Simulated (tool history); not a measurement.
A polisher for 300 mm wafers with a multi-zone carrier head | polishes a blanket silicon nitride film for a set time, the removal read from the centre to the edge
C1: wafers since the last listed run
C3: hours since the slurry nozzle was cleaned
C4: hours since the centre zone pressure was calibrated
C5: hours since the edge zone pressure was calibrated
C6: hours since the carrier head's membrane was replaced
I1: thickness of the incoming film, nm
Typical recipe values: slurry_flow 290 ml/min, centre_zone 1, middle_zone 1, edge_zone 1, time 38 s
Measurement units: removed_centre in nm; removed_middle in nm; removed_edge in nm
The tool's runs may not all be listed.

{"run": 1, "day": 0.0, "slurry_flow": 290, "centre_zone": 0.93, "middle_zone": 1, "edge_zone": 1, "time": 38, "C1": 0, "wafers polished on this pad": 1644, "C3": 180.1, "C4": 1355.9, "C5": 245.4, "C6": 622.6, "I1": 729.3, "removed_centre": 67.1, "removed_middle": 85.6, "removed_edge": 84.9}
{"day": 0.425, "done": "worn pad replaced by a new one"}
{"run": 2, "day": 1.362, "slurry_flow": 290, "centre_zone": 0.93, "middle_zone": 1, "edge_zone": 1, "time": 38, "C1": 398, "wafers polished on this pad": 312, "C3": 212.8, "C4": 1388.6, "C5": 278.1, "C6": 655.3, "I1": 727.1, "removed_centre": 69.4, "removed_middle": 84.3, "removed_edge": 85}
{"run": 3, "day": 2.692, "slurry_flow": 290, "centre_zone": 0.93, "middle_zone": 1, "edge_zone": 1, "time": 38, "C1": 442, "wafers polished on this pad": 755, "C3": 244.7, "C4": 1420.5, "C5": 310, "C6": 687.2, "I1": 729.3, "removed_centre": 68.5, "removed_middle": 84.1, "removed_edge": 84.3}
{"day": 3.571, "done": "edge zone pressure recalibrated"}
{"run": 4, "day": 3.592, "slurry_flow": 290, "centre_zone": 1, "middle_zone": 1, "edge_zone": 1, "time": 38, "C1": 271, "wafers polished on this pad": 1027, "C3": 266.3, "C4": 1442.1, "C5": 0.5, "C6": 708.8, "I1": 738.3, "removed_centre": 71.1, "removed_middle": 84.1, "removed_edge": 83.3}
{"day": 5.45, "done": "worn pad replaced by a new one, of another model than before"}
{"run": 5, "day": 7.533, "slurry_flow": 290, "centre_zone": 1, "middle_zone": 1, "edge_zone": 1, "time": 38, "C1": 1256, "wafers polished on this pad": 693, "C3": 360.9, "C4": 1536.7, "C5": 95.1, "C6": 803.4, "I1": 734.7, "removed_centre": 72.5, "removed_middle": 84.6, "removed_edge": 84.4}
{"run": 6, "day": 8.483, "slurry_flow": 290, "centre_zone": 1, "middle_zone": 1, "edge_zone": 1, "time": 30, "C1": 316, "wafers polished on this pad": 1009, "C3": 383.7, "C4": 1559.5, "C5": 117.9, "C6": 826.2, "I1": 724.4, "removed_centre": 56.4, "removed_middle": 65.7, "removed_edge": 66.2}
{"day": 8.95, "done": "slurry nozzle cleaned"}
{"run": 7, "day": 9.475, "slurry_flow": 290, "centre_zone": 1, "middle_zone": 1, "edge_zone": 1, "time": 30, "C1": 316, "wafers polished on this pad": 1325, "C3": 12.6, "C4": 1583.3, "C5": 141.7, "C6": 850, "I1": 715.7, "removed_centre": 58.2, "removed_middle": 65.6, "removed_edge": 67}
{"run": 8, "day": 10.246, "slurry_flow": 290, "centre_zone": 1, "middle_zone": 1, "edge_zone": 1, "time": 30, "C1": 256, "wafers polished on this pad": 1582, "C3": 31.1, "C4": 1601.8, "C5": 160.2, "C6": 868.5, "I1": 729.6, "removed_centre": 58.3, "removed_middle": 66.4, "removed_edge": 66.2}
{"day": 10.533, "done": "worn pad replaced by a new one"}
{"run": 9, "day": 11.067, "slurry_flow": 290, "centre_zone": 1, "middle_zone": 1, "edge_zone": 1, "time": 33, "C1": 217, "wafers polished on this pad": 178, "C3": 50.8, "C4": 1621.5, "C5": 179.9, "C6": 888.2, "I1": 730.5, "removed_centre": 62.8, "removed_middle": 72.5, "removed_edge": 72.4}
{"run": 10, "day": 11.733, "slurry_flow": 290, "centre_zone": 1, "middle_zone": 0.93, "edge_zone": 1, "time": 38, "C1": 221, "wafers polished on this pad": 400, "C3": 66.8, "C4": 1637.5, "C5": 195.9, "C6": 904.2, "I1": 728.8, "removed_centre": 72.7, "removed_middle": 78.3, "removed_edge": 83.2}
{"day": 14.054, "done": "centre zone pressure recalibrated"}
{"run": 11, "day": 14.075, "slurry_flow": 245, "centre_zone": 0.92, "middle_zone": 1, "edge_zone": 1, "time": 38, "C1": 751, "wafers polished on this pad": 1152, "C3": 123, "C4": 0.5, "C5": 252.1, "C6": 960.4, "I1": 728.4, "removed_centre": 73.8, "removed_middle": 81.5, "removed_edge": 83.8}
{"run": 12, "day": 14.675, "slurry_flow": 290, "centre_zone": 1, "middle_zone": 1, "edge_zone": 1, "time": 38, "C1": 199, "wafers polished on this pad": 1351, "C3": 137.4, "C4": 14.9, "C5": 266.5, "C6": 974.8, "I1": 721.3, "removed_centre": 82.3, "removed_middle": 83.6, "removed_edge": 83.3}
{"day": 15.342, "done": "carrier head's membrane replaced by a new one"}
{"day": 15.533, "done": "worn pad replaced by a new one"}
{"day": 18.758, "done": "edge zone pressure recalibrated"}
{"run": 13, "day": 19.021, "slurry_flow": 355, "centre_zone": 0.97, "middle_zone": 1, "edge_zone": 0.93, "time": 38, "C1": 1294, "wafers polished on this pad": 1133, "C3": 241.7, "C4": 119.2, "C5": 6.3, "C6": 88.3, "I1": 725.2, "removed_centre": 79.2, "removed_middle": 84.3, "removed_edge": 82}
{"run": 14, "day": 19.654, "slurry_flow": 365, "centre_zone": 1.03, "middle_zone": 0.91, "edge_zone": 1, "time": 31, "C1": 210, "wafers polished on this pad": 1344, "C3": 256.9, "C4": 134.4, "C5": 21.5, "C6": 103.5, "I1": 725.6, "removed_centre": 69.9, "removed_middle": 65.4, "removed_edge": 69.8}
{"run": 15, "day": 20.404, "slurry_flow": 380, "centre_zone": 1, "middle_zone": 1, "edge_zone": 1, "time": 38, "C1": 249, "wafers polished on this pad": 1594, "C3": 274.9, "C4": 152.4, "C5": 39.5, "C6": 121.5, "I1": 725.7, "removed_centre": 81.5, "removed_middle": 86, "removed_edge": 85}
{"day": 20.783, "done": "worn pad replaced by a new one"}
{"run": 16, "day": 21.771, "slurry_flow": 240, "centre_zone": 0.95, "middle_zone": 1, "edge_zone": 1.09, "time": 38, "C1": 399, "wafers polished on this pad": 329, "C3": 307.7, "C4": 185.2, "C5": 72.3, "C6": 154.3, "I1": 731.1, "removed_centre": 75.4, "removed_middle": 81.8, "removed_edge": 86.6}
{"run": 17, "day": 22.625, "slurry_flow": 290, "centre_zone": 1, "middle_zone": 1, "edge_zone": 1.07, "time": 28, "C1": 284, "wafers polished on this pad": 613, "C3": 328.2, "C4": 205.7, "C5": 92.8, "C6": 174.8, "I1": 735.7, "removed_centre": 58, "removed_middle": 61.7, "removed_edge": 62.7}
{"run": 18, "day": 24.05, "slurry_flow": 290, "centre_zone": 1, "middle_zone": 1, "edge_zone": 1, "time": 38, "C1": 474, "wafers polished on this pad": 1088, "C3": 362.4, "C4": 239.9, "C5": 127, "C6": 209, "I1": 733.1, "removed_centre": 78.2, "removed_middle": 82.9, "removed_edge": 83.9}

Here are 3 independent what-if runs from the current tool condition. What would each one return?
{"run": "A", "day": 24.067, "slurry_flow": 290, "centre_zone": 1, "middle_zone": 1, "edge_zone": 1, "time": 38, "C1": 5, "wafers polished on this pad": 1093, "C3": 362.8, "C4": 240.3, "C5": 127.4, "C6": 209.4, "I1": 740.5, "removed_centre": "?", "removed_middle": "?", "removed_edge": "?"}
{"run": "B", "day": 24.067, "slurry_flow": 290, "centre_zone": 1, "middle_zone": 0.94, "edge_zone": 1, "time": 50, "C1": 5, "wafers polished on this pad": 1093, "C3": 362.8, "C4": 240.3, "C5": 127.4, "C6": 209.4, "I1": 740.5, "removed_centre": "?", "removed_middle": "?", "removed_edge": "?"}
{"run": "C", "day": 24.067, "slurry_flow": 385, "centre_zone": 0.89, "middle_zone": 0.93, "edge_zone": 1, "time": 38, "C1": 5, "wafers polished on this pad": 1093, "C3": 362.8, "C4": 240.3, "C5": 127.4, "C6": 209.4, "I1": 740.5, "removed_centre": "?", "removed_middle": "?", "removed_edge": "?"}

run=A removed_centre=78.6 removed_middle=83.7 removed_edge=82.9
run=B removed_centre=103.4 removed_middle=105.7 removed_edge=109.2
run=C removed_centre=71.4 removed_middle=81.4 removed_edge=84.3
With no hidden state in the tool, these same runs would have given:
run=A removed_centre=82.7 removed_middle=83.6 removed_edge=82.9
run=B removed_centre=108.8 removed_middle=105.7 removed_edge=109.2
run=C removed_centre=75.2 removed_middle=81.4 removed_edge=84.3
